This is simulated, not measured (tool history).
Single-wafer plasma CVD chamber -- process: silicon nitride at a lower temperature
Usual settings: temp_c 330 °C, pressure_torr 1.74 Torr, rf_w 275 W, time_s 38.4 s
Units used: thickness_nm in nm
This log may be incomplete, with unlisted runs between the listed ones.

run,hour,temp_c,pressure_torr,rf_w,time_s,"read-back reference wafer on the same gauge, thickness_nm",thickness_nm
1,0,330,1.74,275,38.4,46.159,42.548
2,64.4,333,1.74,275,38.4,46.11,42.681
# hour 96.5: RF generator calibrated
3,119,319,1.74,260,38.4,46.062,40.637
4,181.2,319,1.74,260,38.4,46.024,40.664
# hour 215.3: thermocouple changed; heater temperature recalibrated
# hour 218.4: showerhead replaced
5,227.2,319,1.74,260,38.4,45.96,40.734
6,293.7,330,1.74,275,38.4,45.887,42.399
7,337.2,330,1.74,275,38.4,45.834,42.553
8,393.9,330,1.74,275,38.4,45.804,42.334
9,458,330,1.74,275,38.4,45.72,42.188
10,508.7,339,1.95,275,40.7,45.654,46.945
11,538.5,330,1.74,275,38.4,45.618,42.306
12,571.4,316,1.74,275,38.4,45.595,42.466
13,605.9,330,1.74,275,38.4,45.584,42.12
14,666.5,342,1.92,275,38.4,45.504,43.652
15,703.6,315,1.4,275,36.3,45.465,35.646
16,748.3,330,1.74,275,38.4,45.396,42.074
# hour 785.6: capacitance manometer re-zeroed and calibrated
17,819.6,330,1.74,275,38.4,45.323,41.89
# hour 821.3: gauge calibrated
18,853,330,1.44,255,38.4,46.268,36.467
19,887.5,323,2.11,225,38.4,46.186,38.925
20,950.8,320,2.09,240,44.4,46.116,47.533
21,981.5,330,1.74,275,38.4,46.115,42.641
22,1048.6,343,1.96,310,38.4,46.032,49.235
23,1113.4,335,1.93,260,38.4,45.972,42.384
24,1178.1,321,1.92,260,33.6,45.892,37.181
25,1219.4,330,1.35,275,38.4,45.819,37.004
26,1260.9,344,1.54,235,45.6,45.806,41.105
27,1309.2,330,1.37,275,31.3,45.767,30.496

Each row is a separate what-if for the run after 27, all from the same tool condition, not one after another. Results?
A,1309.6,330,1.74,275,38.4,?,?
B,1309.6,338,1.92,275,45.6,?,?
C,1309.6,330,1.91,275,43.4,?,?
D,1309.6,345,1.42,295,32.3,?,?
E,1309.6,318,1.74,275,38.4,?,?

run,"read-back reference wafer on the same gauge, thickness_nm",thickness_nm
A,45.74,42.346
B,45.74,52.355
C,45.74,49.854
D,45.74,33.776
E,45.74,42.501
With the hidden condition removed and each run's random variation left untouched, the same runs would have given:
run,thickness_nm
A,43.027
B,53.197
C,50.656
D,34.32
E,43.185
